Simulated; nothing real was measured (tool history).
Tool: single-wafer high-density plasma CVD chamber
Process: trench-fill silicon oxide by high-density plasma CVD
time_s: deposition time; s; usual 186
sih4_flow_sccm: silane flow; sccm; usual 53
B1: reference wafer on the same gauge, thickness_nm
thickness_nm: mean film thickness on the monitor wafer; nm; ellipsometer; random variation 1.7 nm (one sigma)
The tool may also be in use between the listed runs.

{"run": 1, "hour": 0.0, "time_s": 186, "sih4_flow_sccm": 53, "B1": 900.013, "thickness_nm": 1120.933}
{"run": 2, "hour": 9.0, "time_s": 186, "sih4_flow_sccm": 53, "B1": 900.194, "thickness_nm": 1123.601}
{"run": 3, "hour": 24.3, "time_s": 186, "sih4_flow_sccm": 53, "B1": 900.211, "thickness_nm": 1123.533}
{"run": 4, "hour": 34.5, "time_s": 157, "sih4_flow_sccm": 53, "B1": 900.097, "thickness_nm": 946.852}
{"run": 5, "hour": 68.0, "time_s": 186, "sih4_flow_sccm": 47, "B1": 899.786, "thickness_nm": 993.914}
{"run": 6, "hour": 79.6, "time_s": 205, "sih4_flow_sccm": 53, "B1": 899.974, "thickness_nm": 1236.857}
{"run": 7, "hour": 96.4, "time_s": 205, "sih4_flow_sccm": 53, "B1": 899.836, "thickness_nm": 1236.586}
{"run": 8, "hour": 112.4, "time_s": 205, "sih4_flow_sccm": 53, "B1": 899.789, "thickness_nm": 1237.267}
{"run": 9, "hour": 121.8, "time_s": 186, "sih4_flow_sccm": 53, "B1": 899.881, "thickness_nm": 1122.326}
{"run": 10, "hour": 129.9, "time_s": 178, "sih4_flow_sccm": 56, "B1": 899.962, "thickness_nm": 1132.6}
{"run": 11, "hour": 142.5, "time_s": 168, "sih4_flow_sccm": 53, "B1": 900.091, "thickness_nm": 1014.957}
{"run": 12, "hour": 149.2, "time_s": 223, "sih4_flow_sccm": 44, "B1": 899.625, "thickness_nm": 1121.352}
{"run": 13, "hour": 162.1, "time_s": 186, "sih4_flow_sccm": 53, "B1": 899.623, "thickness_nm": 1123.926}
{"run": 14, "hour": 171.2, "time_s": 214, "sih4_flow_sccm": 59, "B1": 900.214, "thickness_nm": 1435.493}
{"hour": 190.7, "done": "silane flow controller replaced"}
{"run": 15, "hour": 191.2, "time_s": 199, "sih4_flow_sccm": 53, "B1": 899.717, "thickness_nm": 1203.637}
{"hour": 201.1, "done": "gauge calibrated"}
{"run": 16, "hour": 204.9, "time_s": 165, "sih4_flow_sccm": 63, "B1": 900.086, "thickness_nm": 1183.712}
{"run": 17, "hour": 211.0, "time_s": 213, "sih4_flow_sccm": 58, "B1": 899.814, "thickness_nm": 1404.201}
{"run": 18, "hour": 227.9, "time_s": 155, "sih4_flow_sccm": 45, "B1": 900.151, "thickness_nm": 794.235}
{"run": 19, "hour": 245.8, "time_s": 186, "sih4_flow_sccm": 53, "B1": 900.16, "thickness_nm": 1122.011}
{"run": 20, "hour": 258.5, "time_s": 186, "sih4_flow_sccm": 61, "B1": 900.139, "thickness_nm": 1294.212}
{"run": 21, "hour": 273.9, "time_s": 155, "sih4_flow_sccm": 46, "B1": 900.152, "thickness_nm": 810.871}
{"run": 22, "hour": 285.5, "time_s": 157, "sih4_flow_sccm": 53, "B1": 899.71, "thickness_nm": 947.509}

3 ways to go on from here, each from the tool as it stands after run 22. What would each give?
{"run": "A", "hour": 286.0, "time_s": 174, "sih4_flow_sccm": 53, "B1": "?", "thickness_nm": "?"}
{"run": "B", "hour": 286.0, "time_s": 215, "sih4_flow_sccm": 61, "B1": "?", "thickness_nm": "?"}
{"run": "C", "hour": 286.0, "time_s": 218, "sih4_flow_sccm": 47, "B1": "?", "thickness_nm": "?"}

run=A B1=900.536 thickness_nm=1048.965
run=B B1=900.536 thickness_nm=1491.778
run=C B1=900.536 thickness_nm=1165.441
Without the tool's hidden state the same runs would have given:
run=A thickness_nm=1048.965
run=B thickness_nm=1491.778
run=C thickness_nm=1165.441
